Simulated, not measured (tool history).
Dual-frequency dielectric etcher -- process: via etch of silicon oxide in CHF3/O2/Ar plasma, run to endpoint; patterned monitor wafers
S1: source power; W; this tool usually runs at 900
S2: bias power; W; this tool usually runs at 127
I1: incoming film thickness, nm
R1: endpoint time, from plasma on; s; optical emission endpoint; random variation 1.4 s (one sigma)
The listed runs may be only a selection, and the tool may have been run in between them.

run 1 day=0 | S1=900 S2=152 | I1=832 | R1=445
run 2 day=1.012 | S1=900 S2=152 | I1=821.8 | R1=438
run 3 day=2.017 | S1=800 S2=127 | I1=828.6 | R1=484.7
run 4 day=3.004 | S1=800 S2=127 | I1=830.6 | R1=489.8
run 5 day=3.675 | S1=900 S2=119 | I1=821.5 | R1=461.4
run 6 day=4.433 | S1=900 S2=119 | I1=826.9 | R1=469.4
run 7 day=5.8 | S1=900 S2=127 | I1=828.8 | R1=463.3
run 8 day=6.708 | S1=900 S2=127 | I1=837.3 | R1=471.8
run 9 day=8.058 | S1=900 S2=139 | I1=823.1 | R1=452.5
run 10 day=11.05 | S1=900 S2=139 | I1=815 | R1=446.9
-- day=12.258 wet clean of the chamber
run 11 day=12.279 | S1=900 S2=127 | I1=829.3 | R1=457
run 12 day=13.267 | S1=900 S2=127 | I1=832.4 | R1=460.7
run 13 day=14.538 | S1=1000 S2=142 | I1=825.1 | R1=430.4
run 14 day=15.392 | S1=1000 S2=142 | I1=824.6 | R1=429.9
-- day=16.267 source power generator calibrated
-- day=17.354 upper electrode replaced
run 15 day=17.375 | S1=900 S2=127 | I1=824.3 | R1=460.4
run 16 day=17.392 | S1=810 S2=100 | I1=827.3 | R1=505.3
run 17 day=18.35 | S1=830 S2=141 | I1=819.6 | R1=463
run 18 day=19.096 | S1=1080 S2=107 | I1=818.2 | R1=438.9
run 19 day=19.796 | S1=680 S2=147 | I1=829.1 | R1=505.7
run 20 day=20.871 | S1=1100 S2=102 | I1=826.7 | R1=443.4
run 21 day=22.004 | S1=830 S2=104 | I1=831.5 | R1=500
run 22 day=22.675 | S1=720 S2=97 | I1=832.5 | R1=540.9
run 23 day=23.562 | S1=840 S2=142 | I1=826.1 | R1=465.2
run 24 day=24.475 | S1=980 S2=144 | I1=829.8 | R1=438.8
run 25 day=25.5 | S1=700 S2=156 | I1=836.2 | R1=500.5
-- day=26.379 bias power generator calibrated
run 26 day=26.4 | S1=900 S2=152 | I1=816.5 | R1=441.9
-- day=27.938 wet clean of the chamber
run 27 day=27.958 | S1=900 S2=127 | I1=820.7 | R1=455.1
run 28 day=27.979 | S1=1100 S2=153 | I1=834.1 | R1=409.3
run 29 day=31.738 | S1=900 S2=127 | I1=830.8 | R1=463.2
run 30 day=32.946 | S1=820 S2=127 | I1=827.7 | R1=479.1
run 31 day=33.988 | S1=900 S2=127 | I1=828 | R1=464.6
run 32 day=36.1 | S1=1080 S2=144 | I1=827.3 | R1=417.5
run 33 day=36.725 | S1=810 S2=104 | I1=828.6 | R1=506.4
run 34 day=37.808 | S1=980 S2=117 | I1=836.9 | R1=460.1
run 35 day=38.433 | S1=1100 S2=103 | I1=829.9 | R1=445.6
run 36 day=39.821 | S1=900 S2=104 | I1=822.1 | R1=478.6

3 ways to go on from here, each from the tool as it stands after run 36. What would each give?
run A day=39.842 | S1=830 S2=127 | I1=821 | R1=?
run B day=39.842 | S1=780 S2=105 | I1=821 | R1=?
run C day=39.842 | S1=900 S2=99 | I1=821 | R1=?

run=A R1=477.8
run=B R1=509.8
run=C R1=485
Take away the tool's hidden state, keep each run's random variation, and the runs would have read:
run=A R1=472.2
run=B R1=503.7
run=C R1=479.2

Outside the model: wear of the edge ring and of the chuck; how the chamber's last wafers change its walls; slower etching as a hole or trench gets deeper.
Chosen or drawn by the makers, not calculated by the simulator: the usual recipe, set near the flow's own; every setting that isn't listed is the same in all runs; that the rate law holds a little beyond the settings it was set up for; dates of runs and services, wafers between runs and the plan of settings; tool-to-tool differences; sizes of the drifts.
